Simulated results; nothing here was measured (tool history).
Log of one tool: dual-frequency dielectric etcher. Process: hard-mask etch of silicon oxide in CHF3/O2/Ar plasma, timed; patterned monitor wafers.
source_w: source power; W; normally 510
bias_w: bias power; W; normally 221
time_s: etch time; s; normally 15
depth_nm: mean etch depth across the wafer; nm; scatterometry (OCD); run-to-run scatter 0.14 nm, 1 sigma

run     day  source_w  bias_w  time_s  wafers since the last listed run  hours since the last wet clean  hours since the last source power generator calibration  hours since the last bias power generator calibration  hours since the last upper electrode change  hours since the gauge calibration  read-back reference wafer on the same gauge, depth_nm  depth_nm
  1       0       510     221      15                                 0                           159.1                                                     4143                                                 4189.9                                       3847.4                              421.8                                                  28.58      30.4
  2   1.088       510     254      14                               252                           185.2                                                   4169.1                                                   4216                                       3873.5                              447.9                                                  28.66     29.66
  3   3.175       510     254      14                               485                           235.3                                                   4219.2                                                 4266.1                                       3923.6                                498                                                  28.62     29.55
  4    5.45       510     254      14                               529                           289.9                                                   4273.8                                                 4320.7                                       3978.2                              552.6                                                  28.66     29.24
  5   6.812       510     221      15                               316                           322.6                                                   4306.5                                                 4353.4                                       4010.9                              585.3                                                  28.52     30.15
  6   9.808       510     221      15                               696                           394.5                                                   4378.4                                                 4425.3                                       4082.8                              657.2                                                  28.67      29.9
  7  11.867       510     221      15                               478                           443.9                                                   4427.8                                                 4474.7                                       4132.2                              706.6                                                  28.62     29.78
  8    14.6       510     236      15                               635                           509.5                                                   4493.4                                                 4540.3                                       4197.8                              772.2                                                  28.58     29.92
     15.404  -- bias power generator calibrated
     16.017  -- gauge calibrated
     16.617  -- source power generator calibrated
     17.112  -- wet clean of the chamber
     17.238  -- upper electrode replaced, of another model than before
  9  17.258       600     221      15                               395                             3.5                                                     15.4                                                   44.5                                          0.5                               29.8                                                  28.56     32.18
 10  19.492       600     221      15                               519                            57.1                                                       69                                                   98.1                                         54.1                               83.4                                                   28.6     31.89
 11  21.104       600     221      15                               374                            95.8                                                    107.7                                                  136.8                                         92.8                              122.1                                                  28.63      31.9
 12  23.829       510     237      15                               633                           161.2                                                    173.1                                                  202.2                                        158.2                              187.5                                                   28.6     31.12
 13  26.146       510     192      11                               538                           216.8                                                    228.7                                                  257.8                                        213.8                              243.1                                                  28.61     20.96
 14   27.75       590     221      15                               373                           255.3                                                    267.2                                                  296.3                                        252.3                              281.6                                                  28.61     31.07
 15  29.504       600     221      15                               407                           297.4                                                    309.3                                                  338.4                                        294.4                              323.7                                                  28.57     31.37
 16  31.812       510     221      15                               536                           352.8                                                    364.7                                                  393.8                                        349.8                              379.1                                                  28.56     29.91
 17  33.212       390     263      15                               325                           386.4                                                    398.3                                                  427.4                                        383.4                              412.7                                                  28.63      29.7

Run 18 has not been measured yet. What should we expect?
 18  35.046       510     221    11.5                               426                           430.4                                                    442.3                                                  471.4                                        427.4                              456.7                                                      ?         ?

{"run 18": {"read-back reference wafer on the same gauge, depth_nm": 28.6, "depth_nm": 22.61}}
With no hidden state in the tool, this same run would have given depth_nm 23.8 nm.
